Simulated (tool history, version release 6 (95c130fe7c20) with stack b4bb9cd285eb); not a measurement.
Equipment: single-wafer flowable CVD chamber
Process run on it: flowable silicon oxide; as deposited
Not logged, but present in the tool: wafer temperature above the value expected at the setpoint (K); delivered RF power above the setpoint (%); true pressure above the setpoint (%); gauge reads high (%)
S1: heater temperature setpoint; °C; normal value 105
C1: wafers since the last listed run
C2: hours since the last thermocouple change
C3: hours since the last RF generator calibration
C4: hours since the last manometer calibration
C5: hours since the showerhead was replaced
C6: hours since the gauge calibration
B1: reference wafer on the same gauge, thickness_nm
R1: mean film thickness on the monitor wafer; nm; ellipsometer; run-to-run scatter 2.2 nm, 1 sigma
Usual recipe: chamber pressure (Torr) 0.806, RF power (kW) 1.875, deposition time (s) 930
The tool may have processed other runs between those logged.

{"run": 1, "hour": 0.0, "S1": 105, "chamber pressure (Torr)": 0.806, "RF power (kW)": 2.095, "deposition time (s)": 930, "C1": 0, "C2": 1886.3, "C3": 2197.2, "C4": 1244.5, "C5": 5014.1, "C6": 92.8, "B1": 447.046, "R1": 505.121}
{"run": 2, "hour": 14.9, "S1": 105, "chamber pressure (Torr)": 0.806, "RF power (kW)": 1.875, "deposition time (s)": 930, "C1": 40, "C2": 1901.2, "C3": 2212.1, "C4": 1259.4, "C5": 5029, "C6": 107.7, "B1": 446.618, "R1": 493.464}
{"run": 3, "hour": 30.2, "S1": 105, "chamber pressure (Torr)": 0.806, "RF power (kW)": 1.875, "deposition time (s)": 930, "C1": 41, "C2": 1916.5, "C3": 2227.4, "C4": 1274.7, "C5": 5044.3, "C6": 123, "B1": 447.505, "R1": 495.303}
{"run": 4, "hour": 43.6, "S1": 105, "chamber pressure (Torr)": 0.806, "RF power (kW)": 1.875, "deposition time (s)": 930, "C1": 36, "C2": 1929.9, "C3": 2240.8, "C4": 1288.1, "C5": 5057.7, "C6": 136.4, "B1": 446.696, "R1": 498.222}
{"run": 5, "hour": 54.9, "S1": 105, "chamber pressure (Torr)": 0.806, "RF power (kW)": 1.875, "deposition time (s)": 930, "C1": 30, "C2": 1941.2, "C3": 2252.1, "C4": 1299.4, "C5": 5069, "C6": 147.7, "B1": 447.031, "R1": 496.616}
{"run": 6, "hour": 69.9, "S1": 105, "chamber pressure (Torr)": 0.806, "RF power (kW)": 1.875, "deposition time (s)": 930, "C1": 40, "C2": 1956.2, "C3": 2267.1, "C4": 1314.4, "C5": 5084, "C6": 162.7, "B1": 446.852, "R1": 497.247}
{"run": 7, "hour": 85.8, "S1": 105, "chamber pressure (Torr)": 0.806, "RF power (kW)": 1.875, "deposition time (s)": 930, "C1": 43, "C2": 1972.1, "C3": 2283, "C4": 1330.3, "C5": 5099.9, "C6": 178.6, "B1": 446.918, "R1": 496.12}
{"run": 8, "hour": 99.9, "S1": 105, "chamber pressure (Torr)": 0.748, "RF power (kW)": 1.875, "deposition time (s)": 970, "C1": 38, "C2": 1986.2, "C3": 2297.1, "C4": 1344.4, "C5": 5114, "C6": 192.7, "B1": 446.924, "R1": 480.409}
{"run": 9, "hour": 110.7, "S1": 105, "chamber pressure (Torr)": 0.806, "RF power (kW)": 1.875, "deposition time (s)": 930, "C1": 29, "C2": 1997, "C3": 2307.9, "C4": 1355.2, "C5": 5124.8, "C6": 203.5, "B1": 446.846, "R1": 495.715}
{"run": 10, "hour": 118.9, "S1": 105, "chamber pressure (Torr)": 0.806, "RF power (kW)": 1.875, "deposition time (s)": 930, "C1": 22, "C2": 2005.2, "C3": 2316.1, "C4": 1363.4, "C5": 5133, "C6": 211.7, "B1": 447.307, "R1": 499.032}
{"run": 11, "hour": 131.7, "S1": 105, "chamber pressure (Torr)": 0.806, "RF power (kW)": 1.875, "deposition time (s)": 930, "C1": 34, "C2": 2018, "C3": 2328.9, "C4": 1376.2, "C5": 5145.8, "C6": 224.5, "B1": 446.73, "R1": 496.622}
{"hour": 147.2, "done": "capacitance manometer re-zeroed and calibrated"}
{"run": 12, "hour": 147.7, "S1": 105, "chamber pressure (Torr)": 0.877, "RF power (kW)": 1.875, "deposition time (s)": 930, "C1": 21, "C2": 2034, "C3": 2344.9, "C4": 0.5, "C5": 5161.8, "C6": 240.5, "B1": 447.472, "R1": 537.825}
{"run": 13, "hour": 153.8, "S1": 101, "chamber pressure (Torr)": 0.806, "RF power (kW)": 2.14, "deposition time (s)": 879, "C1": 16, "C2": 2040.1, "C3": 2351, "C4": 6.6, "C5": 5167.9, "C6": 246.6, "B1": 447.211, "R1": 551.842}
{"hour": 169.8, "done": "gauge calibrated"}
{"hour": 170.3, "done": "thermocouple changed; heater temperature recalibrated"}
{"run": 14, "hour": 170.8, "S1": 115, "chamber pressure (Torr)": 0.806, "RF power (kW)": 1.99, "deposition time (s)": 930, "C1": 24, "C2": 0.5, "C3": 2368, "C4": 23.6, "C5": 5184.9, "C6": 1, "B1": 447.18, "R1": 359.297}
{"hour": 179.9, "done": "showerhead replaced"}
{"run": 15, "hour": 180.4, "S1": 111, "chamber pressure (Torr)": 0.716, "RF power (kW)": 2.135, "deposition time (s)": 1041, "C1": 4, "C2": 10.1, "C3": 2377.6, "C4": 33.2, "C5": 0.5, "C6": 10.6, "B1": 447.387, "R1": 413.034}
{"run": 16, "hour": 195.8, "S1": 111, "chamber pressure (Torr)": 0.806, "RF power (kW)": 1.875, "deposition time (s)": 996, "C1": 41, "C2": 25.5, "C3": 2393, "C4": 48.6, "C5": 15.9, "C6": 26, "B1": 446.715, "R1": 434.004}
{"hour": 204.2, "done": "RF generator calibrated"}
{"run": 17, "hour": 212.7, "S1": 105, "chamber pressure (Torr)": 0.884, "RF power (kW)": 1.875, "deposition time (s)": 930, "C1": 24, "C2": 42.4, "C3": 8.5, "C4": 65.5, "C5": 32.8, "C6": 42.9, "B1": 447.104, "R1": 540.901}
{"run": 18, "hour": 223.6, "S1": 116, "chamber pressure (Torr)": 0.752, "RF power (kW)": 2.245, "deposition time (s)": 930, "C1": 29, "C2": 53.3, "C3": 19.4, "C4": 76.4, "C5": 43.7, "C6": 53.8, "B1": 447.176, "R1": 335.674}
{"run": 19, "hour": 237.9, "S1": 105, "chamber pressure (Torr)": 0.806, "RF power (kW)": 1.875, "deposition time (s)": 930, "C1": 38, "C2": 67.6, "C3": 33.7, "C4": 90.7, "C5": 58, "C6": 68.1, "B1": 446.797, "R1": 501.465}
{"run": 20, "hour": 249.5, "S1": 112, "chamber pressure (Torr)": 0.806, "RF power (kW)": 1.74, "deposition time (s)": 930, "C1": 31, "C2": 79.2, "C3": 45.3, "C4": 102.3, "C5": 69.6, "C6": 79.7, "B1": 447.406, "R1": 387.895}
{"run": 21, "hour": 261.9, "S1": 105, "chamber pressure (Torr)": 0.806, "RF power (kW)": 1.875, "deposition time (s)": 1064, "C1": 33, "C2": 91.6, "C3": 57.7, "C4": 114.7, "C5": 82, "C6": 92.1, "B1": 447.235, "R1": 568.614}
{"run": 22, "hour": 274.1, "S1": 95, "chamber pressure (Torr)": 0.877, "RF power (kW)": 1.745, "deposition time (s)": 753, "C1": 33, "C2": 103.8, "C3": 69.9, "C4": 126.9, "C5": 94.2, "C6": 104.3, "B1": 447.127, "R1": 610.292}
{"run": 23, "hour": 281.2, "S1": 113, "chamber pressure (Torr)": 0.916, "RF power (kW)": 1.875, "deposition time (s)": 751, "C1": 19, "C2": 110.9, "C3": 77, "C4": 134, "C5": 101.3, "C6": 111.4, "B1": 447.255, "R1": 347.999}
{"run": 24, "hour": 295.0, "S1": 105, "chamber pressure (Torr)": 0.806, "RF power (kW)": 1.875, "deposition time (s)": 930, "C1": 37, "C2": 124.7, "C3": 90.8, "C4": 147.8, "C5": 115.1, "C6": 125.2, "B1": 447.053, "R1": 493.79}

List, for all runs, the conditions of the tool that the log does not record:
wafer temperature above the value expected at the setpoint (K): 0, the same for each run
delivered RF power above the setpoint (%): 0, the same for each run
true pressure above the setpoint (%): 0, the same for each run
gauge reads high (%): 0, the same for each run
